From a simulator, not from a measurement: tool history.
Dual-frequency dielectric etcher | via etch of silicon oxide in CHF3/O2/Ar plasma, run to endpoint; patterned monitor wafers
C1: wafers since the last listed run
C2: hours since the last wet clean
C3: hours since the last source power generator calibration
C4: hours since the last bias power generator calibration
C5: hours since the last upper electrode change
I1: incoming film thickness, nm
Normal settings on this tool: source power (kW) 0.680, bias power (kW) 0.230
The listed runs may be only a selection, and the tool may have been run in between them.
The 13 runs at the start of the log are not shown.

Run 14, hour 150.9: usual settings; C1 31; C2 438.5; C3 2263.2; C4 4970.5; C5 9.6; I1 413.0. Result: endpoint time (s) 171.0.
Run 15, hour 160.5: usual settings; C1 45; C2 448.1; C3 2272.8; C4 4980.1; C5 19.2; I1 413.6. Result: endpoint time (s) 171.5.
Run 16, hour 170.6: usual settings but source power (kW) 0.610, bias power (kW) 0.180; C1 47; C2 458.2; C3 2282.9; C4 4990.2; C5 29.3; I1 410.8. Result: endpoint time (s) 190.9.
Run 17, hour 180.4: usual settings but source power (kW) 0.760; C1 46; C2 468.0; C3 2292.7; C4 5000.0; C5 39.1; I1 411.7. Result: endpoint time (s) 164.5.
At hour 206.2: source power generator calibrated.
At hour 219.0: wet clean of the chamber.
Run 18, hour 219.5: usual settings but bias power (kW) 0.284; C1 105; C2 0.5; C3 13.3; C4 5039.1; C5 78.2; I1 411.1. Result: endpoint time (s) 154.9.
Run 19, hour 219.9: usual settings; C1 1; C2 0.9; C3 13.7; C4 5039.5; C5 78.6; I1 411.8. Result: endpoint time (s) 162.3.
At hour 224.3: bias power generator calibrated.
Run 20, hour 224.8: usual settings but source power (kW) 0.560, bias power (kW) 0.272; C1 4; C2 5.8; C3 18.6; C4 0.5; C5 83.5; I1 412.2. Result: endpoint time (s) 162.4.
Run 21, hour 230.3: usual settings but source power (kW) 0.830, bias power (kW) 0.273; C1 25; C2 11.3; C3 24.1; C4 6.0; C5 89.0; I1 409.4. Result: endpoint time (s) 142.7.
Run 22, hour 246.8: usual settings but source power (kW) 0.810; C1 77; C2 27.8; C3 40.6; C4 22.5; C5 105.5; I1 413.6. Result: endpoint time (s) 153.9.
Run 23, hour 259.0: usual settings; C1 57; C2 40.0; C3 52.8; C4 34.7; C5 117.7; I1 411.3. Result: endpoint time (s) 165.1.
Run 24, hour 277.0: usual settings but bias power (kW) 0.263; C1 84; C2 58.0; C3 70.8; C4 52.7; C5 135.7; I1 411.5. Result: endpoint time (s) 158.7.
Run 25, hour 288.9: usual settings but source power (kW) 0.760, bias power (kW) 0.173; C1 56; C2 69.9; C3 82.7; C4 64.6; C5 147.6; I1 412.1. Result: endpoint time (s) 171.3.
Run 26, hour 300.6: usual settings but source power (kW) 0.760, bias power (kW) 0.245; C1 55; C2 81.6; C3 94.4; C4 76.3; C5 159.3; I1 410.8. Result: endpoint time (s) 156.0.
Run 27, hour 308.6: usual settings but source power (kW) 0.740, bias power (kW) 0.265; C1 37; C2 89.6; C3 102.4; C4 84.3; C5 167.3; I1 410.3. Result: endpoint time (s) 152.7.
Run 28, hour 325.7: usual settings; C1 80; C2 106.7; C3 119.5; C4 101.4; C5 184.4; I1 412.5. Result: endpoint time (s) 163.7.
Run 29, hour 341.9: usual settings but source power (kW) 0.610, bias power (kW) 0.261; C1 76; C2 122.9; C3 135.7; C4 117.6; C5 200.6; I1 411.4. Result: endpoint time (s) 164.4.
Run 30, hour 356.7: usual settings but source power (kW) 0.630; C1 69; C2 137.7; C3 150.5; C4 132.4; C5 215.4; I1 412.0. Result: endpoint time (s) 167.3.
Run 31, hour 362.7: usual settings but source power (kW) 0.520, bias power (kW) 0.253; C1 28; C2 143.7; C3 156.5; C4 138.4; C5 221.4; I1 411.1. Result: endpoint time (s) 173.5.

Predict each of these 5 candidate next runs independently; none follows another, all start after run 31:
Run A, hour 363.2: usual settings but bias power (kW) 0.206; C1 2; C2 144.2; C3 157.0; C4 138.9; C5 221.9; I1 414.5. Result: endpoint time (s) ?.
Run B, hour 363.2: usual settings but source power (kW) 0.600, bias power (kW) 0.200; C1 2; C2 144.2; C3 157.0; C4 138.9; C5 221.9; I1 414.5. Result: endpoint time (s) ?.
Run C, hour 363.2: usual settings but source power (kW) 0.780, bias power (kW) 0.194; C1 2; C2 144.2; C3 157.0; C4 138.9; C5 221.9; I1 414.5. Result: endpoint time (s) ?.
Run D, hour 363.2: usual settings but source power (kW) 0.550, bias power (kW) 0.275; C1 2; C2 144.2; C3 157.0; C4 138.9; C5 221.9; I1 414.5. Result: endpoint time (s) ?.
Run E, hour 363.2: usual settings but source power (kW) 0.820, bias power (kW) 0.279; C1 2; C2 144.2; C3 157.0; C4 138.9; C5 221.9; I1 414.5. Result: endpoint time (s) ?.

run  endpoint time (s)
  A              169.2
  B              177.7
  C              164.6
  D              165.4
  E              144.9
Take away the tool's hidden state, keep each run's random variation, and the runs would have read:
run  endpoint time (s)
  A              167.3
  B              175.7
  C              162.7
  D              163.5
  E              143.2
